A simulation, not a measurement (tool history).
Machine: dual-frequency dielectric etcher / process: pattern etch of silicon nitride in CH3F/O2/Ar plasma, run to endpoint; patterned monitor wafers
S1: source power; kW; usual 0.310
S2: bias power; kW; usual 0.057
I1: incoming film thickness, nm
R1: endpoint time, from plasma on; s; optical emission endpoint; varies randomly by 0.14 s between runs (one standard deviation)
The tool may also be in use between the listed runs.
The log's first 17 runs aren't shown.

| run | hour | S1 | S2 | I1 | R1 |
|---|---|---|---|---|---|
|  | 279.9 | upper electrode replaced |
| 18 | 280.4 | 0.260 | 0.057 | 22.93 | 49.5 |
| 19 | 280.7 | 0.350 | 0.061 | 23.02 | 42.0 |
|  | 308.3 | wet clean of the chamber |
| 20 | 308.8 | 0.310 | 0.063 | 22.84 | 44.9 |
| 21 | 311.5 | 0.310 | 0.057 | 23.05 | 46.7 |
| 22 | 322.6 | 0.330 | 0.051 | 22.80 | 45.8 |
| 23 | 330.4 | 0.310 | 0.067 | 22.89 | 44.2 |
| 24 | 355.6 | 0.250 | 0.057 | 22.87 | 51.8 |
| 25 | 361.9 | 0.310 | 0.057 | 22.77 | 45.9 |
| 26 | 376.5 | 0.240 | 0.062 | 22.86 | 51.5 |
| 27 | 389.1 | 0.290 | 0.045 | 22.97 | 51.1 |
| 28 | 400.9 | 0.310 | 0.057 | 22.89 | 45.9 |
| 29 | 415.5 | 0.310 | 0.057 | 22.82 | 45.8 |
| 30 | 424.7 | 0.350 | 0.070 | 23.06 | 41.5 |
| 31 | 434.2 | 0.270 | 0.052 | 22.81 | 50.2 |
| 32 | 448.6 | 0.390 | 0.043 | 22.95 | 44.2 |
| 33 | 456.6 | 0.310 | 0.070 | 23.05 | 43.9 |
| 34 | 473.1 | 0.370 | 0.057 | 22.73 | 41.7 |
| 35 | 480.2 | 0.380 | 0.061 | 22.95 | 40.9 |
| 36 | 487.1 | 0.310 | 0.057 | 22.75 | 45.6 |

Predict each of these 3 candidate next runs independently; none follows another, all start after run 36:
| A | 487.5 | 0.380 | 0.057 | 23.09 | ? |
| B | 487.5 | 0.260 | 0.049 | 23.09 | ? |
| C | 487.5 | 0.270 | 0.070 | 23.09 | ? |

| run | R1 |
|---|---|
| A | 42.2 |
| B | 52.9 |
| C | 47.1 |
The same runs, with their run-to-run variation unchanged, on a tool lacking any hidden condition would have given:
| run | R1 |
|---|---|
| A | 42.5 |
| B | 53.3 |
| C | 47.4 |
